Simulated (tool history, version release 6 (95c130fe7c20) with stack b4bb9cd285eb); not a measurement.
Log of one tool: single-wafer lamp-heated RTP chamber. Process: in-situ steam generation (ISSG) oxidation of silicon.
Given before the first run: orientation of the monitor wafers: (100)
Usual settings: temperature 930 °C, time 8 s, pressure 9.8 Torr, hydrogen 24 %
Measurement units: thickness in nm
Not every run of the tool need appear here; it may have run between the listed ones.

run	hour	temperature	time	pressure	hydrogen	read-back reference wafer on the same gauge, thickness	thickness
1	0	930	8	9.8	24	2.89	3.359
2	6.7	930	8	9.8	24	2.889	3.36
3	12.8	930	8	9.8	32	2.89	3.617
4	22.9	930	8	9.8	31	2.89	3.585
# hour 36.7: hydrogen flow controller replaced
5	39.1	930	8	9.8	24	2.89	3.362
6	52.9	930	8	9.8	24	2.89	3.358
7	67.9	930	8	9.8	24	2.89	3.36
# hour 76.2: pressure gauge zeroed
8	76.7	935	8	9.8	21	2.891	3.283
9	84.9	930	9	9.1	24	2.89	3.563
10	92.6	950	11	10.2	32	2.891	4.152
11	107.6	930	8	9.8	24	2.889	3.369
12	124.2	912	8	10.2	14	2.891	2.861
# hour 130.1: gauge calibrated
13	139	930	8	8.8	24	2.889	3.433
14	149.8	930	5	9.8	24	2.89	2.886
# hour 168.6: pyrometer window cleaned and pyrometer calibrated
15	169.1	940	8	9.8	24	2.889	3.404
16	176.9	930	8	8.3	30	2.89	3.663
17	190.6	948	8	9.8	32	2.89	3.732
18	197.1	930	7	10.2	27	2.89	3.275
19	211.7	937	11	10.2	18	2.89	3.518
20	218.1	930	8	9.8	24	2.889	3.362

Expected results for the next run?
21	230	946	6	9.8	24	?	?

{"run 21": {"read-back reference wafer on the same gauge, thickness": 2.891, "thickness": 3.128}}
The same run, on a tool lacking any hidden state, would have yielded thickness 3.121 nm.
